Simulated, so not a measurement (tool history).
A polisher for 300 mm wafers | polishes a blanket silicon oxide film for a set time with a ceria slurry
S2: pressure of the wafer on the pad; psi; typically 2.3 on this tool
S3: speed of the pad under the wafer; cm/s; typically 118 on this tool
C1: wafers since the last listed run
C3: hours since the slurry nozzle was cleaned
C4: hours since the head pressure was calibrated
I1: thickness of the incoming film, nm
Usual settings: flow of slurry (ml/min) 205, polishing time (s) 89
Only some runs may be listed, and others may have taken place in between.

run 1 hour=0.0 | flow_of_slurry_(ml/min)=205 S2=2.3 S3=118 polishing_time_(s)=89 | C1=0 wafers_polished_on_this_pad=166 C3=646.4 C4=200.2 | I1=1787.7 | film_removed_(nm)=350.7
run 2 hour=30.4 | flow_of_slurry_(ml/min)=205 S2=2.3 S3=118 polishing_time_(s)=89 | C1=289 wafers_polished_on_this_pad=455 C3=676.8 C4=230.6 | I1=1752.1 | film_removed_(nm)=351.2
run 3 hour=64.1 | flow_of_slurry_(ml/min)=205 S2=2.3 S3=118 polishing_time_(s)=89 | C1=320 wafers_polished_on_this_pad=776 C3=710.5 C4=264.3 | I1=1760.6 | film_removed_(nm)=349.8
run 4 hour=95.7 | flow_of_slurry_(ml/min)=205 S2=2.3 S3=118 polishing_time_(s)=89 | C1=300 wafers_polished_on_this_pad=1076 C3=742.1 C4=295.9 | I1=1794.1 | film_removed_(nm)=340.3
run 5 hour=130.3 | flow_of_slurry_(ml/min)=205 S2=2.3 S3=118 polishing_time_(s)=89 | C1=328 wafers_polished_on_this_pad=1405 C3=776.7 C4=330.5 | I1=1784.8 | film_removed_(nm)=356.2
run 6 hour=162.9 | flow_of_slurry_(ml/min)=205 S2=2.3 S3=118 polishing_time_(s)=89 | C1=309 wafers_polished_on_this_pad=1715 C3=809.3 C4=363.1 | I1=1765.0 | film_removed_(nm)=350.7
run 7 hour=182.9 | flow_of_slurry_(ml/min)=205 S2=2.3 S3=118 polishing_time_(s)=89 | C1=190 wafers_polished_on_this_pad=1905 C3=829.3 C4=383.1 | I1=1756.8 | film_removed_(nm)=349.5
run 8 hour=218.6 | flow_of_slurry_(ml/min)=205 S2=2.3 S3=118 polishing_time_(s)=89 | C1=339 wafers_polished_on_this_pad=2245 C3=865.0 C4=418.8 | I1=1764.7 | film_removed_(nm)=351.1
-- hour=228.8 worn pad replaced by a new one
run 9 hour=234.9 | flow_of_slurry_(ml/min)=205 S2=2.3 S3=118 polishing_time_(s)=89 | C1=116 wafers_polished_on_this_pad=57 C3=881.3 C4=435.1 | I1=1775.7 | film_removed_(nm)=345.3
run 10 hour=261.7 | flow_of_slurry_(ml/min)=205 S2=2.3 S3=118 polishing_time_(s)=89 | C1=254 wafers_polished_on_this_pad=312 C3=908.1 C4=461.9 | I1=1764.7 | film_removed_(nm)=347.4
run 11 hour=292.2 | flow_of_slurry_(ml/min)=205 S2=2.3 S3=118 polishing_time_(s)=89 | C1=290 wafers_polished_on_this_pad=602 C3=938.6 C4=492.4 | I1=1798.1 | film_removed_(nm)=355.1
run 12 hour=316.9 | flow_of_slurry_(ml/min)=245 S2=2.3 S3=118 polishing_time_(s)=89 | C1=234 wafers_polished_on_this_pad=837 C3=963.3 C4=517.1 | I1=1768.2 | film_removed_(nm)=354.2
run 13 hour=331.1 | flow_of_slurry_(ml/min)=255 S2=2.3 S3=118 polishing_time_(s)=89 | C1=135 wafers_polished_on_this_pad=972 C3=977.5 C4=531.3 | I1=1804.9 | film_removed_(nm)=361.9
run 14 hour=345.5 | flow_of_slurry_(ml/min)=255 S2=2.3 S3=118 polishing_time_(s)=89 | C1=136 wafers_polished_on_this_pad=1109 C3=991.9 C4=545.7 | I1=1781.5 | film_removed_(nm)=357.5
-- hour=349.6 slurry nozzle cleaned
run 15 hour=395.4 | flow_of_slurry_(ml/min)=255 S2=2.3 S3=118 polishing_time_(s)=89 | C1=464 wafers_polished_on_this_pad=1574 C3=45.8 C4=595.6 | I1=1790.3 | film_removed_(nm)=359.9
run 16 hour=417.5 | flow_of_slurry_(ml/min)=205 S2=2.3 S3=128 polishing_time_(s)=89 | C1=210 wafers_polished_on_this_pad=1784 C3=67.9 C4=617.7 | I1=1755.9 | film_removed_(nm)=373.4
run 17 hour=433.9 | flow_of_slurry_(ml/min)=205 S2=2.3 S3=128 polishing_time_(s)=89 | C1=155 wafers_polished_on_this_pad=1940 C3=84.3 C4=634.1 | I1=1761.9 | film_removed_(nm)=375.8
run 18 hour=447.6 | flow_of_slurry_(ml/min)=205 S2=2.3 S3=128 polishing_time_(s)=89 | C1=130 wafers_polished_on_this_pad=2070 C3=98.0 C4=647.8 | I1=1781.3 | film_removed_(nm)=374.1
-- hour=451.8 worn pad replaced by a new one
run 19 hour=483.4 | flow_of_slurry_(ml/min)=205 S2=2.3 S3=118 polishing_time_(s)=89 | C1=302 wafers_polished_on_this_pad=300 C3=133.8 C4=683.6 | I1=1747.0 | film_removed_(nm)=346.4
run 20 hour=501.2 | flow_of_slurry_(ml/min)=185 S2=1.6 S3=118 polishing_time_(s)=89 | C1=169 wafers_polished_on_this_pad=469 C3=151.6 C4=701.4 | I1=1778.3 | film_removed_(nm)=241.1
run 21 hour=516.0 | flow_of_slurry_(ml/min)=265 S2=2.3 S3=82 polishing_time_(s)=89 | C1=140 wafers_polished_on_this_pad=610 C3=166.4 C4=716.2 | I1=1775.7 | film_removed_(nm)=253.8
run 22 hour=543.7 | flow_of_slurry_(ml/min)=225 S2=2.7 S3=154 polishing_time_(s)=78 | C1=263 wafers_polished_on_this_pad=874 C3=194.1 C4=743.9 | I1=1802.7 | film_removed_(nm)=473.6
run 23 hour=558.3 | flow_of_slurry_(ml/min)=205 S2=2.7 S3=156 polishing_time_(s)=104 | C1=138 wafers_polished_on_this_pad=1012 C3=208.7 C4=758.5 | I1=1768.0 | film_removed_(nm)=628.6
-- hour=620.1 head pressure recalibrated
run 24 hour=666.2 | flow_of_slurry_(ml/min)=230 S2=1.7 S3=144 polishing_time_(s)=89 | C1=1006 wafers_polished_on_this_pad=2019 C3=316.6 C4=46.1 | I1=1773.8 | film_removed_(nm)=313.5
run 25 hour=681.6 | flow_of_slurry_(ml/min)=205 S2=2.3 S3=118 polishing_time_(s)=89 | C1=146 wafers_polished_on_this_pad=2166 C3=332.0 C4=61.5 | I1=1750.0 | film_removed_(nm)=349.7
run 26 hour=695.8 | flow_of_slurry_(ml/min)=185 S2=1.8 S3=118 polishing_time_(s)=89 | C1=135 wafers_polished_on_this_pad=2301 C3=346.2 C4=75.7 | I1=1740.1 | film_removed_(nm)=263.1
-- hour=704.5 worn pad replaced by a new one
run 27 hour=729.1 | flow_of_slurry_(ml/min)=205 S2=2.5 S3=118 polishing_time_(s)=79 | C1=278 wafers_polished_on_this_pad=233 C3=379.5 C4=109.0 | I1=1757.0 | film_removed_(nm)=328.1
run 28 hour=756.5 | flow_of_slurry_(ml/min)=205 S2=2.3 S3=140 polishing_time_(s)=114 | C1=260 wafers_polished_on_this_pad=494 C3=406.9 C4=136.4 | I1=1762.8 | film_removed_(nm)=526.7
run 29 hour=789.2 | flow_of_slurry_(ml/min)=205 S2=2.3 S3=152 polishing_time_(s)=80 | C1=310 wafers_polished_on_this_pad=805 C3=439.6 C4=169.1 | I1=1787.5 | film_removed_(nm)=400.9
run 30 hour=815.7 | flow_of_slurry_(ml/min)=205 S2=2.7 S3=118 polishing_time_(s)=119 | C1=251 wafers_polished_on_this_pad=1057 C3=466.1 C4=195.6 | I1=1767.4 | film_removed_(nm)=554.4

What will run 31 give?
run 31 hour=839.2 | flow_of_slurry_(ml/min)=205 S2=2.3 S3=140 polishing_time_(s)=114 | C1=223 wafers_polished_on_this_pad=1280 C3=489.6 C4=219.1 | I1=1800.3 | film_removed_(nm)=?

film removed (nm): 533.1
Minus the tool's unlogged condition, the same run would have read film removed (nm) 533.1.
